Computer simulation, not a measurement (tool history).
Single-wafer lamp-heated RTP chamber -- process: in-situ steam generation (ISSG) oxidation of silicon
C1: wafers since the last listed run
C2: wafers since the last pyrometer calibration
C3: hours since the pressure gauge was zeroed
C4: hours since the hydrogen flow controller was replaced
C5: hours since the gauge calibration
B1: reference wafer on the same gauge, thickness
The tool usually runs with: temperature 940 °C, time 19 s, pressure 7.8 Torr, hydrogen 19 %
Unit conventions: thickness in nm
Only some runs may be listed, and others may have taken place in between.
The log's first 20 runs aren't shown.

{"run": 21, "hour": 1074.7, "temperature": 940, "time": 19, "pressure": 7.8, "hydrogen": 19, "C1": 556, "C2": 4672, "C3": 2042, "C4": 267.4, "C5": 74, "B1": 4.728, "thickness": 4.53}
{"run": 22, "hour": 1130.6, "temperature": 940, "time": 19, "pressure": 7.8, "hydrogen": 19, "C1": 795, "C2": 5467, "C3": 2097.9, "C4": 323.3, "C5": 129.9, "B1": 4.731, "thickness": 4.508}
{"hour": 1195.0, "done": "pressure gauge zeroed"}
{"run": 23, "hour": 1195.5, "temperature": 940, "time": 23, "pressure": 7.8, "hydrogen": 11, "C1": 809, "C2": 6276, "C3": 0.5, "C4": 388.2, "C5": 194.8, "B1": 4.734, "thickness": 4.361}
{"hour": 1282.5, "done": "pyrometer window cleaned and pyrometer calibrated"}
{"run": 24, "hour": 1289.1, "temperature": 927, "time": 25, "pressure": 7.8, "hydrogen": 19, "C1": 1217, "C2": 93, "C3": 94.1, "C4": 481.8, "C5": 288.4, "B1": 4.731, "thickness": 4.897}
{"run": 25, "hour": 1358.1, "temperature": 933, "time": 19, "pressure": 7, "hydrogen": 25, "C1": 981, "C2": 1075, "C3": 163.1, "C4": 550.8, "C5": 357.4, "B1": 4.735, "thickness": 4.738}
{"run": 26, "hour": 1388.8, "temperature": 940, "time": 12, "pressure": 7.8, "hydrogen": 16, "C1": 436, "C2": 1511, "C3": 193.8, "C4": 581.5, "C5": 388.1, "B1": 4.729, "thickness": 3.649}
{"run": 27, "hour": 1439.8, "temperature": 940, "time": 15, "pressure": 7.8, "hydrogen": 26, "C1": 725, "C2": 2237, "C3": 244.8, "C4": 632.5, "C5": 439.1, "B1": 4.728, "thickness": 4.51}
{"run": 28, "hour": 1476.9, "temperature": 927, "time": 19, "pressure": 7.8, "hydrogen": 19, "C1": 527, "C2": 2764, "C3": 281.9, "C4": 669.6, "C5": 476.2, "B1": 4.73, "thickness": 4.406}
{"run": 29, "hour": 1506.5, "temperature": 940, "time": 19, "pressure": 7.8, "hydrogen": 19, "C1": 421, "C2": 3185, "C3": 311.5, "C4": 699.2, "C5": 505.8, "B1": 4.732, "thickness": 4.554}
{"run": 30, "hour": 1672.6, "temperature": 946, "time": 19, "pressure": 7.8, "hydrogen": 28, "C1": 2362, "C2": 5548, "C3": 477.6, "C4": 865.3, "C5": 671.9, "B1": 4.726, "thickness": 5.103}
{"run": 31, "hour": 1722.6, "temperature": 940, "time": 13, "pressure": 9, "hydrogen": 14, "C1": 711, "C2": 6259, "C3": 527.6, "C4": 915.3, "C5": 721.9, "B1": 4.729, "thickness": 3.661}

4 ways to go on from here, each from the tool as it stands after run 31. What would each give?
{"run": "A", "hour": 1723.0, "temperature": 940, "time": 19, "pressure": 7.8, "hydrogen": 28, "C1": 5, "C2": 6265, "C3": 528, "C4": 915.7, "C5": 722.3, "B1": "?", "thickness": "?"}
{"run": "B", "hour": 1723.0, "temperature": 947, "time": 19, "pressure": 7.8, "hydrogen": 19, "C1": 5, "C2": 6265, "C3": 528, "C4": 915.7, "C5": 722.3, "B1": "?", "thickness": "?"}
{"run": "C", "hour": 1723.0, "temperature": 940, "time": 19, "pressure": 7.8, "hydrogen": 25, "C1": 5, "C2": 6265, "C3": 528, "C4": 915.7, "C5": 722.3, "B1": "?", "thickness": "?"}
{"run": "D", "hour": 1723.0, "temperature": 940, "time": 17, "pressure": 8.2, "hydrogen": 11, "C1": 5, "C2": 6265, "C3": 528, "C4": 915.7, "C5": 722.3, "B1": "?", "thickness": "?"}

run=A B1=4.728 thickness=5.018
run=B B1=4.728 thickness=4.655
run=C B1=4.728 thickness=4.875
run=D B1=4.728 thickness=3.88
Had the tool no hidden state, the same runs would have come out as:
run=A thickness=4.969
run=B thickness=4.611
run=C thickness=4.827
run=D thickness=3.842
